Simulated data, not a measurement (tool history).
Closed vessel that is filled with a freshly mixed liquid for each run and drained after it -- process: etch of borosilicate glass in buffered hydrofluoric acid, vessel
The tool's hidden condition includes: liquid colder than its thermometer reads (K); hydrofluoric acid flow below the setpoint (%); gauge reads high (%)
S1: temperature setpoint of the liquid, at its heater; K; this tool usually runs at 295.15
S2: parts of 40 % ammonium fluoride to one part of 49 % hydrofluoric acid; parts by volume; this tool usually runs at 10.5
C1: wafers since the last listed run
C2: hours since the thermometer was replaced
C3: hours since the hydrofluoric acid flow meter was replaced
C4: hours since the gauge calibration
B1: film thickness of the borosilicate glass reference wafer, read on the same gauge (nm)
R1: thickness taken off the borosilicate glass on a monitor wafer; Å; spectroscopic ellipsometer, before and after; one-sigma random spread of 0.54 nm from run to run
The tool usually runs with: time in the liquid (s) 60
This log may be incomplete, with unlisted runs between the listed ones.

{"run": 1, "hour": 0.0, "S1": 295.15, "S2": 10.5, "time in the liquid (s)": 60, "C1": 0, "C2": 1044.8, "C3": 393.2, "C4": 2.8, "B1": 150.02, "R1": 599.8}
{"run": 2, "hour": 12.0, "S1": 295.15, "S2": 10.5, "time in the liquid (s)": 60, "C1": 1776, "C2": 1056.8, "C3": 405.2, "C4": 14.8, "B1": 149.99, "R1": 603.9}
{"run": 3, "hour": 19.1, "S1": 295.15, "S2": 10.5, "time in the liquid (s)": 60, "C1": 1050, "C2": 1063.9, "C3": 412.3, "C4": 21.9, "B1": 149.99, "R1": 597.0}
{"run": 4, "hour": 25.8, "S1": 295.15, "S2": 10.5, "time in the liquid (s)": 60, "C1": 991, "C2": 1070.6, "C3": 419.0, "C4": 28.6, "B1": 150.01, "R1": 584.2}
{"run": 5, "hour": 33.4, "S1": 295.15, "S2": 10.5, "time in the liquid (s)": 60, "C1": 1124, "C2": 1078.2, "C3": 426.6, "C4": 36.2, "B1": 150.02, "R1": 593.7}
{"run": 6, "hour": 39.8, "S1": 293.15, "S2": 10.5, "time in the liquid (s)": 60, "C1": 947, "C2": 1084.6, "C3": 433.0, "C4": 42.6, "B1": 150.0, "R1": 533.1}
{"run": 7, "hour": 57.4, "S1": 293.15, "S2": 10.5, "time in the liquid (s)": 60, "C1": 2605, "C2": 1102.2, "C3": 450.6, "C4": 60.2, "B1": 150.01, "R1": 526.6}
{"run": 8, "hour": 106.8, "S1": 295.15, "S2": 10.5, "time in the liquid (s)": 60, "C1": 7311, "C2": 1151.6, "C3": 500.0, "C4": 109.6, "B1": 150.03, "R1": 587.2}
{"run": 9, "hour": 117.6, "S1": 295.15, "S2": 10.5, "time in the liquid (s)": 60, "C1": 1598, "C2": 1162.4, "C3": 510.8, "C4": 120.4, "B1": 150.0, "R1": 580.6}
{"run": 10, "hour": 124.1, "S1": 295.15, "S2": 8.5, "time in the liquid (s)": 85, "C1": 962, "C2": 1168.9, "C3": 517.3, "C4": 126.9, "B1": 150.01, "R1": 1008.6}
{"run": 11, "hour": 158.6, "S1": 295.15, "S2": 8.5, "time in the liquid (s)": 85, "C1": 5106, "C2": 1203.4, "C3": 551.8, "C4": 161.4, "B1": 150.02, "R1": 1000.4}
{"run": 12, "hour": 166.4, "S1": 295.15, "S2": 12.0, "time in the liquid (s)": 60, "C1": 1154, "C2": 1211.2, "C3": 559.6, "C4": 169.2, "B1": 150.0, "R1": 513.5}
{"run": 13, "hour": 172.7, "S1": 295.15, "S2": 10.5, "time in the liquid (s)": 60, "C1": 932, "C2": 1217.5, "C3": 565.9, "C4": 175.5, "B1": 150.0, "R1": 578.7}
{"run": 14, "hour": 186.5, "S1": 298.65, "S2": 11.5, "time in the liquid (s)": 45, "C1": 2042, "C2": 1231.3, "C3": 579.7, "C4": 189.3, "B1": 149.99, "R1": 466.3}
{"run": 15, "hour": 196.4, "S1": 298.15, "S2": 13.5, "time in the liquid (s)": 60, "C1": 1465, "C2": 1241.2, "C3": 589.6, "C4": 199.2, "B1": 149.99, "R1": 516.9}
{"hour": 198.1, "done": "hydrofluoric acid flow meter replaced"}
{"run": 16, "hour": 218.5, "S1": 295.15, "S2": 10.5, "time in the liquid (s)": 60, "C1": 3123, "C2": 1263.3, "C3": 20.4, "C4": 221.3, "B1": 149.99, "R1": 643.6}
{"run": 17, "hour": 226.7, "S1": 299.15, "S2": 8.5, "time in the liquid (s)": 60, "C1": 1213, "C2": 1271.5, "C3": 28.6, "C4": 229.5, "B1": 150.03, "R1": 963.0}
{"hour": 232.5, "done": "gauge calibrated"}
{"run": 18, "hour": 236.1, "S1": 296.65, "S2": 10.5, "time in the liquid (s)": 60, "C1": 1391, "C2": 1280.9, "C3": 38.0, "C4": 3.6, "B1": 149.99, "R1": 693.8}
{"hour": 245.3, "done": "thermometer replaced"}
{"run": 19, "hour": 254.0, "S1": 295.15, "S2": 10.5, "time in the liquid (s)": 60, "C1": 2501, "C2": 8.7, "C3": 55.9, "C4": 21.5, "B1": 150.01, "R1": 648.9}
{"run": 20, "hour": 301.8, "S1": 295.15, "S2": 10.5, "time in the liquid (s)": 60, "C1": 7075, "C2": 56.5, "C3": 103.7, "C4": 69.3, "B1": 150.0, "R1": 640.4}
{"run": 21, "hour": 317.2, "S1": 293.65, "S2": 8.5, "time in the liquid (s)": 35, "C1": 2279, "C2": 71.9, "C3": 119.1, "C4": 84.7, "B1": 150.01, "R1": 412.0}
{"run": 22, "hour": 331.5, "S1": 298.65, "S2": 13.5, "time in the liquid (s)": 75, "C1": 2116, "C2": 86.2, "C3": 133.4, "C4": 99.0, "B1": 150.0, "R1": 747.3}

4 options for the next run, each taken on its own from the tool as it stands now. Forecast them:
{"run": "A", "hour": 332.2, "S1": 295.15, "S2": 10.5, "time in the liquid (s)": 60, "C1": 103, "C2": 86.9, "C3": 134.1, "C4": 99.7, "B1": "?", "R1": "?"}
{"run": "B", "hour": 332.2, "S1": 290.15, "S2": 10.5, "time in the liquid (s)": 60, "C1": 103, "C2": 86.9, "C3": 134.1, "C4": 99.7, "B1": "?", "R1": "?"}
{"run": "C", "hour": 332.2, "S1": 295.15, "S2": 10.5, "time in the liquid (s)": 45, "C1": 103, "C2": 86.9, "C3": 134.1, "C4": 99.7, "B1": "?", "R1": "?"}
{"run": "D", "hour": 332.2, "S1": 300.15, "S2": 10.5, "time in the liquid (s)": 60, "C1": 103, "C2": 86.9, "C3": 134.1, "C4": 99.7, "B1": "?", "R1": "?"}

run=A B1=150.02 R1=628.7
run=B B1=150.02 R1=477.7
run=C B1=150.02 R1=471.6
run=D B1=150.02 R1=821.0
The same runs, with their run-to-run variation unchanged, on a tool lacking any hidden condition would have given:
run=A R1=650.1
run=B R1=494.0
run=C R1=487.6
run=D R1=848.8

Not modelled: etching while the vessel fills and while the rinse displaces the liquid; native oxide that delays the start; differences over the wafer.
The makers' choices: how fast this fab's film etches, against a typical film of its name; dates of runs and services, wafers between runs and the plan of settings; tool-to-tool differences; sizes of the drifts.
